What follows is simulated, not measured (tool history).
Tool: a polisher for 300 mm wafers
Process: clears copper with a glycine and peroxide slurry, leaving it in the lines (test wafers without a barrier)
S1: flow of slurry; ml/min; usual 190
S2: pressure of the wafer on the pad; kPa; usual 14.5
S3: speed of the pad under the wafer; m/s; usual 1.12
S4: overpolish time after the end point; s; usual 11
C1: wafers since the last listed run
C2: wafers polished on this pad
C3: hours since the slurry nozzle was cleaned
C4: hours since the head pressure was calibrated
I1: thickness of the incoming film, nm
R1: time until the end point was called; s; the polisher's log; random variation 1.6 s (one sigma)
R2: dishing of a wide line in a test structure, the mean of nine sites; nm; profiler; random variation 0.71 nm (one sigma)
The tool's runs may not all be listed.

Run 1, hour 0.0: usual settings; C1 0; C2 597; C3 82.2; C4 482.9; I1 617.8. Result: R1 106.3 s, R2 40.5 nm.
Run 2, hour 27.2: usual settings; C1 286; C2 884; C3 109.4; C4 510.1; I1 611.0. Result: R1 107.7 s, R2 40.4 nm.
Run 3, hour 49.2: usual settings; C1 231; C2 1116; C3 131.4; C4 532.1; I1 603.0. Result: R1 107.8 s, R2 41.6 nm.
At hour 136.7: worn pad replaced by a new one.
Run 4, hour 137.9: usual settings but S1 165 ml/min; C1 893; C2 12; C3 220.1; C4 620.8; I1 603.9. Result: R1 107.5 s, R2 39.1 nm.
Run 5, hour 164.5: usual settings; C1 280; C2 293; C3 246.7; C4 647.4; I1 602.0. Result: R1 107.7 s, R2 40.9 nm.
Run 6, hour 185.3: usual settings; C1 219; C2 512; C3 267.5; C4 668.2; I1 612.2. Result: R1 113.6 s, R2 39.6 nm.
Run 7, hour 198.3: usual settings; C1 137; C2 649; C3 280.5; C4 681.2; I1 600.4. Result: R1 109.1 s, R2 39.5 nm.
Run 8, hour 225.8: usual settings but S4 13 s; C1 289; C2 939; C3 308.0; C4 708.7; I1 601.1. Result: R1 108.5 s, R2 45.7 nm.
At hour 244.6: slurry nozzle cleaned.
Run 9, hour 258.3: usual settings but S4 13 s; C1 332; C2 1272; C3 13.7; C4 741.2; I1 611.4. Result: R1 114.6 s, R2 46.2 nm.
Run 10, hour 292.8: usual settings but S4 13 s; C1 363; C2 1635; C3 48.2; C4 775.7; I1 619.9. Result: R1 117.0 s, R2 44.4 nm.
Run 11, hour 319.2: usual settings; C1 278; C2 1914; C3 74.6; C4 802.1; I1 614.3. Result: R1 111.4 s, R2 39.5 nm.
Run 12, hour 347.9: usual settings but S4 7 s; C1 302; C2 2216; C3 103.3; C4 830.8; I1 612.8. Result: R1 113.4 s, R2 28.0 nm.
At hour 368.2: worn pad replaced by a new one.
Run 13, hour 368.7: usual settings but S4 7 s; C1 177; C2 5; C3 124.1; C4 851.6; I1 599.1. Result: R1 109.9 s, R2 27.4 nm.
Run 14, hour 380.6: usual settings; C1 125; C2 130; C3 136.0; C4 863.5; I1 611.5. Result: R1 112.2 s, R2 38.7 nm.
Run 15, hour 413.2: usual settings; C1 343; C2 474; C3 168.6; C4 896.1; I1 615.1. Result: R1 111.3 s, R2 39.7 nm.
Run 16, hour 431.5: usual settings but S1 215 ml/min, S3 1.44 m/s, S4 15 s; C1 192; C2 667; C3 186.9; C4 914.4; I1 613.2. Result: R1 93.0 s, R2 53.5 nm.
Run 17, hour 517.3: usual settings; C1 904; C2 1572; C3 272.7; C4 1000.2; I1 609.4. Result: R1 117.2 s, R2 38.9 nm.
Run 18, hour 537.9: usual settings but S4 8 s; C1 217; C2 1789; C3 293.3; C4 1020.8; I1 610.9. Result: R1 118.1 s, R2 30.5 nm.
At hour 552.9: worn pad replaced by a new one.
Run 19, hour 568.4: usual settings but S1 245 ml/min, S2 15.9 kPa, S3 0.86 m/s; C1 279; C2 163; C3 323.8; C4 1051.3; I1 603.3. Result: R1 126.8 s, R2 36.1 nm.
Run 20, hour 594.5: usual settings but S1 240 ml/min, S2 12.4 kPa; C1 275; C2 439; C3 349.9; C4 1077.4; I1 612.7. Result: R1 129.5 s, R2 35.7 nm.
At hour 613.8: slurry nozzle cleaned.
Run 21, hour 619.4: usual settings but S1 145 ml/min, S3 1.24 m/s; C1 252; C2 691; C3 5.6; C4 1102.3; I1 609.4. Result: R1 110.6 s, R2 39.4 nm.
Run 22, hour 639.3: usual settings but S2 17.9 kPa; C1 209; C2 901; C3 25.5; C4 1122.2; I1 604.4. Result: R1 96.8 s, R2 43.3 nm.
Run 23, hour 652.2: usual settings; C1 136; C2 1037; C3 38.4; C4 1135.1; I1 619.7. Result: R1 114.4 s, R2 37.7 nm.
Run 24, hour 684.2: usual settings but S1 125 ml/min, S2 11.0 kPa, S3 1.00 m/s; C1 337; C2 1374; C3 70.4; C4 1167.1; I1 603.4. Result: R1 158.6 s, R2 28.9 nm.
At hour 687.5: head pressure recalibrated.
Run 25, hour 755.7: usual settings but S1 140 ml/min, S4 8 s; C1 732; C2 2107; C3 141.9; C4 68.2; I1 607.0. Result: R1 108.4 s, R2 31.3 nm.
Run 26, hour 783.0: usual settings; C1 287; C2 2395; C3 169.2; C4 95.5; I1 614.7. Result: R1 109.8 s, R2 40.6 nm.
At hour 791.9: worn pad replaced by a new one.
Run 27, hour 796.5: usual settings; C1 100; C2 48; C3 182.7; C4 109.0; I1 612.4. Result: R1 107.6 s, R2 41.6 nm.
Run 28, hour 823.8: usual settings but S1 130 ml/min; C1 287; C2 336; C3 210.0; C4 136.3; I1 607.5. Result: R1 111.5 s, R2 40.7 nm.
Run 29, hour 851.9: usual settings but S1 215 ml/min, S2 12.4 kPa; C1 296; C2 633; C3 238.1; C4 164.4; I1 610.0. Result: R1 117.0 s, R2 37.8 nm.
Run 30, hour 873.0: usual settings but S2 12.4 kPa, S3 0.86 m/s; C1 222; C2 855; C3 259.2; C4 185.5; I1 610.1. Result: R1 143.1 s, R2 32.6 nm.
Run 31, hour 899.8: usual settings but S2 16.5 kPa; C1 282; C2 1138; C3 286.0; C4 212.3; I1 612.8. Result: R1 96.1 s, R2 44.3 nm.
Run 32, hour 930.9: usual settings but S1 240 ml/min, S2 15.9 kPa, S4 5 s; C1 327; C2 1466; C3 317.1; C4 243.4; I1 606.1. Result: R1 95.7 s, R2 24.2 nm.
Run 33, hour 956.9: usual settings; C1 274; C2 1740; C3 343.1; C4 269.4; I1 620.2. Result: R1 110.3 s, R2 40.2 nm.
At hour 969.3: slurry nozzle cleaned.
Run 34, hour 969.8: usual settings but S1 155 ml/min, S4 15 s; C1 125; C2 1865; C3 0.5; C4 282.3; I1 604.5. Result: R1 110.1 s, R2 50.3 nm.

4 ways to go on from here, each from the tool as it stands after run 34. What would each give?
Run A, hour 970.3: usual settings but S1 145 ml/min; C1 5; C2 1871; C3 1.0; C4 282.8; I1 615.9. Result: R1 ?, R2 ?.
Run B, hour 970.3: usual settings but S3 1.42 m/s; C1 5; C2 1871; C3 1.0; C4 282.8; I1 615.9. Result: R1 ?, R2 ?.
Run C, hour 970.3: usual settings but S1 235 ml/min; C1 5; C2 1871; C3 1.0; C4 282.8; I1 615.9. Result: R1 ?, R2 ?.
Run D, hour 970.3: usual settings but S3 1.32 m/s; C1 5; C2 1871; C3 1.0; C4 282.8; I1 615.9. Result: R1 ?, R2 ?.

run     R1    R2
  A  113.6  40.3
  B   90.7  46.8
  C  107.6  41.9
  D   96.3  45.1
Without the tool's hidden state the same runs would have given:
run     R1    R2
  A  111.7  40.8
  B   89.1  47.4
  C  105.8  42.5
  D   94.7  45.7
